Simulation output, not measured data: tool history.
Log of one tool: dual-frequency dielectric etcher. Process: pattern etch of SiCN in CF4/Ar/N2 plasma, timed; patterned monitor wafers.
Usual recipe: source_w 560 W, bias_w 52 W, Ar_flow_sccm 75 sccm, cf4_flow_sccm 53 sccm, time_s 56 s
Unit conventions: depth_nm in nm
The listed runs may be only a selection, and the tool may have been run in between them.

run,hour,source_w,bias_w,Ar_flow_sccm,cf4_flow_sccm,time_s,wafers since the last listed run,hours since the last wet clean,hours since the last source power generator calibration,hours since the last bias power generator calibration,hours since the last Ar flow controller change,hours since the last CF4 flow controller change,hours since the last upper electrode change,hours since the gauge calibration,"read-back reference wafer on the same gauge, depth_nm",depth_nm
1,0,560,52,75,58,51,0,446.7,2424.6,37.2,1956.6,3131.2,5390,44.5,64.1,47.3
2,9.2,560,52,75,58,51,100,455.9,2433.8,46.4,1965.8,3140.4,5399.2,53.7,64.1,47.5
3,21.1,560,52,75,53,56,130,467.8,2445.7,58.3,1977.7,3152.3,5411.1,65.6,64.1,51.2
# hour 57.7: wet clean of the chamber
4,58.2,560,52,75,53,56,143,0.5,2482.8,95.4,2014.8,3189.4,5448.2,102.7,64.1,51.1
5,58.5,560,52,75,53,56,3,0.8,2483.1,95.7,2015.1,3189.7,5448.5,103,64.1,51
6,59.3,560,52,75,53,56,8,1.6,2483.9,96.5,2015.9,3190.5,5449.3,103.8,64.1,51.2
# hour 70.9: source power generator calibrated
7,71.4,470,65,75,53,56,88,13.7,0.5,108.6,2028,3202.6,5461.4,115.9,64.1,47.9
8,85.3,560,47,75,61,49,152,27.6,14.4,122.5,2041.9,3216.5,5475.3,129.8,64.1,47.2
9,100.5,560,52,75,43,56,166,42.8,29.6,137.7,2057.1,3231.7,5490.5,145,64.1,52.2
10,107.7,560,52,75,53,56,78,50,36.8,144.9,2064.3,3238.9,5497.7,152.2,64.1,54.5
# hour 133.3: upper electrode replaced, of another model than before
11,133.8,560,52,75,41,56,22,76.1,62.9,171,2090.4,3265,0.5,178.3,64.1,52
12,134.1,560,45,75,48,56,3,76.4,63.2,171.3,2090.7,3265.3,0.8,178.6,64.1,51.3
13,139.3,560,52,75,53,56,56,81.6,68.4,176.5,2095.9,3270.5,6,183.8,64.1,54.6
# hour 156.7: Ar flow controller replaced
# hour 160.5: CF4 flow controller replaced
14,161,560,52,75,53,56,130,103.3,90.1,198.2,4.3,0.5,27.7,205.5,64.1,54.6
15,165.6,560,52,75,53,56,50,107.9,94.7,202.8,8.9,5.1,32.3,210.1,64.1,54.7
16,181.5,560,60,75,53,56,174,123.8,110.6,218.7,24.8,21,48.2,226,64.2,57.6
17,198.1,560,61,90,45,70,181,140.4,127.2,235.3,41.4,37.6,64.8,242.6,64.1,69.1
18,206.1,560,42,86,46,69,87,148.4,135.2,243.3,49.4,45.6,72.8,250.6,64.1,59.8
19,218,560,64,75,65,56,130,160.3,147.1,255.2,61.3,57.5,84.7,262.5,64.1,60.6
20,230.7,560,52,75,53,56,139,173,159.8,267.9,74,70.2,97.4,275.2,64.1,54.5
21,241.9,560,52,75,60,56,122,184.2,171,279.1,85.2,81.4,108.6,286.4,64.1,55.7
22,258.4,680,52,75,61,56,180,200.7,187.5,295.6,101.7,97.9,125.1,302.9,64.1,78.1

Alternative continuations, all from the tool just after run 22; predict every row:
A,258.8,560,52,75,53,68.5,4,201.1,187.9,296,102.1,98.3,125.5,303.3,?,?
B,258.8,560,52,90,53,56,4,201.1,187.9,296,102.1,98.3,125.5,303.3,?,?
C,258.8,560,52,88,43,56,4,201.1,187.9,296,102.1,98.3,125.5,303.3,?,?

run,"read-back reference wafer on the same gauge, depth_nm",depth_nm
A,64.1,67.2
B,64.1,53.8
C,64.1,51.9
What these runs would have given with no unlogged condition in the tool:
run,depth_nm
A,65.9
B,52.8
C,51
